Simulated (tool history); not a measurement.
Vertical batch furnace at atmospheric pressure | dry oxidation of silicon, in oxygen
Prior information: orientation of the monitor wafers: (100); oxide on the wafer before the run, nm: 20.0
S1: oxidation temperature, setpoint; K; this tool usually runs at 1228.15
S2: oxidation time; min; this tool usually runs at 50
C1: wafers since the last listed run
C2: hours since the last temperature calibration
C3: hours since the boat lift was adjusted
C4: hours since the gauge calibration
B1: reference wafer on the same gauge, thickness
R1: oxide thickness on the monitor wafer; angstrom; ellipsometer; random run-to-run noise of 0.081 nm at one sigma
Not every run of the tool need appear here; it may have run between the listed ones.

Run 1, hour 0: usual settings; C1 0; C2 3306.5; C3 2102.5; C4 97.6; B1 36.18. Result: R1 402.3 angstrom.
Run 2, hour 29.9: usual settings; C1 552; C2 3336.4; C3 2132.4; C4 127.5; B1 36.18. Result: R1 403.3 angstrom.
Run 3, hour 46.1: usual settings; C1 299; C2 3352.6; C3 2148.6; C4 143.7; B1 36.2. Result: R1 402.5 angstrom.
Run 4, hour 69.3: usual settings but S1 1236.15 K, S2 36.5 min; C1 428; C2 3375.8; C3 2171.8; C4 166.9; B1 36.19. Result: R1 366.7 angstrom.
Run 5, hour 102.6: usual settings but S1 1236.15 K, S2 36.5 min; C1 615; C2 3409.1; C3 2205.1; C4 200.2; B1 36.2. Result: R1 366.5 angstrom.
Run 6, hour 115.1: usual settings but S1 1236.15 K, S2 36.5 min; C1 230; C2 3421.6; C3 2217.6; C4 212.7; B1 36.18. Result: R1 365.7 angstrom.
Run 7, hour 142: usual settings; C1 497; C2 3448.5; C3 2244.5; C4 239.6; B1 36.2. Result: R1 403.6 angstrom.
Run 8, hour 173.4: usual settings; C1 580; C2 3479.9; C3 2275.9; C4 271; B1 36.2. Result: R1 403.3 angstrom.
Run 9, hour 209.3: usual settings; C1 663; C2 3515.8; C3 2311.8; C4 306.9; B1 36.21. Result: R1 403.2 angstrom.
Run 10, hour 241.6: usual settings; C1 596; C2 3548.1; C3 2344.1; C4 339.2; B1 36.21. Result: R1 403.1 angstrom.
Run 11, hour 266.1: usual settings but S1 1239.15 K; C1 452; C2 3572.6; C3 2368.6; C4 363.7; B1 36.2. Result: R1 425.9 angstrom.
Run 12, hour 288.4: usual settings but S1 1239.15 K; C1 412; C2 3594.9; C3 2390.9; C4 386; B1 36.22. Result: R1 425.8 angstrom.
Run 13, hour 302.7: usual settings but S1 1239.15 K; C1 264; C2 3609.2; C3 2405.2; C4 400.3; B1 36.22. Result: R1 425.9 angstrom.
Run 14, hour 320.2: usual settings but S1 1210.15 K; C1 323; C2 3626.7; C3 2422.7; C4 417.8; B1 36.2. Result: R1 364.8 angstrom.
Run 15, hour 379.6: usual settings but S1 1210.15 K; C1 1097; C2 3686.1; C3 2482.1; C4 477.2; B1 36.22. Result: R1 364.6 angstrom.
At hour 416.9: boat lift adjusted.
Run 16, hour 417.4: usual settings but S1 1210.15 K; C1 254; C2 3723.9; C3 0.5; C4 515; B1 36.2. Result: R1 364.8 angstrom.
Run 17, hour 421.9: usual settings but S2 60 min; C1 83; C2 3728.4; C3 5; C4 519.5; B1 36.21. Result: R1 440.6 angstrom.
Run 18, hour 441.6: usual settings; C1 363; C2 3748.1; C3 24.7; C4 539.2; B1 36.18. Result: R1 406 angstrom.
Run 19, hour 469.3: usual settings but S1 1239.15 K; C1 511; C2 3775.8; C3 52.4; C4 566.9; B1 36.19. Result: R1 427.1 angstrom.
Run 20, hour 552.3: usual settings but S1 1208.15 K, S2 70 min; C1 1533; C2 3858.8; C3 135.4; C4 649.9; B1 36.22. Result: R1 418 angstrom.
At hour 605.6: thermocouples replaced and temperature profile calibrated.
Run 21, hour 659.2: usual settings; C1 1531; C2 53.6; C3 242.3; C4 756.8; B1 36.21. Result: R1 409.6 angstrom.
Run 22, hour 688.9: usual settings; C1 548; C2 83.3; C3 272; C4 786.5; B1 36.23. Result: R1 408.8 angstrom.
Run 23, hour 718.6: usual settings but S1 1236.15 K, S2 65 min; C1 548; C2 113; C3 301.7; C4 816.2; B1 36.21. Result: R1 485.5 angstrom.
Run 24, hour 731: usual settings but S1 1251.15 K, S2 25.5 min; C1 229; C2 125.4; C3 314.1; C4 828.6; B1 36.19. Result: R1 343.6 angstrom.
At hour 758.3: gauge calibrated.
Run 25, hour 820.4: usual settings; C1 1651; C2 214.8; C3 403.5; C4 62.1; B1 36.21. Result: R1 409.3 angstrom.
Run 26, hour 840.8: usual settings; C1 376; C2 235.2; C3 423.9; C4 82.5; B1 36.18. Result: R1 412 angstrom.
Run 27, hour 867.4: usual settings but S1 1243.15 K, S2 40.5 min; C1 491; C2 261.8; C3 450.5; C4 109.1; B1 36.22. Result: R1 401.1 angstrom.
At hour 929.3: thermocouples replaced and temperature profile calibrated, repeated, since the last time left the tool worse.
Run 28, hour 929.8: usual settings but S1 1240.15 K; C1 709; C2 0.5; C3 512.9; C4 171.5; B1 36.19. Result: R1 420.9 angstrom.
Run 29, hour 934.3: usual settings; C1 83; C2 5; C3 517.4; C4 176; B1 36.2. Result: R1 397 angstrom.
Run 30, hour 947.9: usual settings but S1 1239.15 K, S2 43.5 min; C1 251; C2 18.6; C3 531; C4 189.6; B1 36.2. Result: R1 394.1 angstrom.
Run 31, hour 966.5: usual settings but S2 60 min; C1 343; C2 37.2; C3 549.6; C4 208.2; B1 36.21. Result: R1 430.1 angstrom.
Run 32, hour 1000.6: usual settings but S1 1253.15 K; C1 630; C2 71.3; C3 583.7; C4 242.3; B1 36.19. Result: R1 448.9 angstrom.
Run 33, hour 1064.7: usual settings but S1 1203.15 K, S2 42 min; C1 1184; C2 135.4; C3 647.8; C4 306.4; B1 36.18. Result: R1 324.8 angstrom.
Run 34, hour 1079.8: usual settings but S1 1215.15 K, S2 36 min; C1 278; C2 150.5; C3 662.9; C4 321.5; B1 36.17. Result: R1 325.7 angstrom.
Run 35, hour 1146.3: usual settings but S1 1208.15 K; C1 1228; C2 217; C3 729.4; C4 388; B1 36.2. Result: R1 354.1 angstrom.
Run 36, hour 1179.6: usual settings but S2 30.5 min; C1 615; C2 250.3; C3 762.7; C4 421.3; B1 36.2. Result: R1 327.4 angstrom.
Run 37, hour 1199.6: usual settings but S1 1215.15 K, S2 64 min; C1 369; C2 270.3; C3 782.7; C4 441.3; B1 36.21. Result: R1 410.1 angstrom.
Run 38, hour 1235.4: usual settings but S1 1237.15 K, S2 29 min; C1 661; C2 306.1; C3 818.5; C4 477.1; B1 36.21. Result: R1 334.7 angstrom.
Run 39, hour 1267.4: usual settings but S1 1236.15 K, S2 36.5 min; C1 591; C2 338.1; C3 850.5; C4 509.1; B1 36.21. Result: R1 362.3 angstrom.

Predict each of these 4 candidate next runs independently; none follows another, all start after run 39:
Run A, hour 1272: usual settings; C1 84; C2 342.7; C3 855.1; C4 513.7; B1 ?. Result: R1 ?.
Run B, hour 1272: usual settings but S2 60.5 min; C1 84; C2 342.7; C3 855.1; C4 513.7; B1 ?. Result: R1 ?.
Run C, hour 1272: usual settings but S1 1245.15 K, S2 67 min; C1 84; C2 342.7; C3 855.1; C4 513.7; B1 ?. Result: R1 ?.
Run D, hour 1272: usual settings but S2 65.5 min; C1 84; C2 342.7; C3 855.1; C4 513.7; B1 ?. Result: R1 ?.

run     B1     R1
  A  36.22  397.1
  B  36.22  433.2
  C  36.22  499.9
  D  36.22  450.1
With the hidden condition removed and each run's random variation left untouched, the same runs would have given:
run     R1
  A  396.6
  B  432.7
  C  499.4
  D  449.6
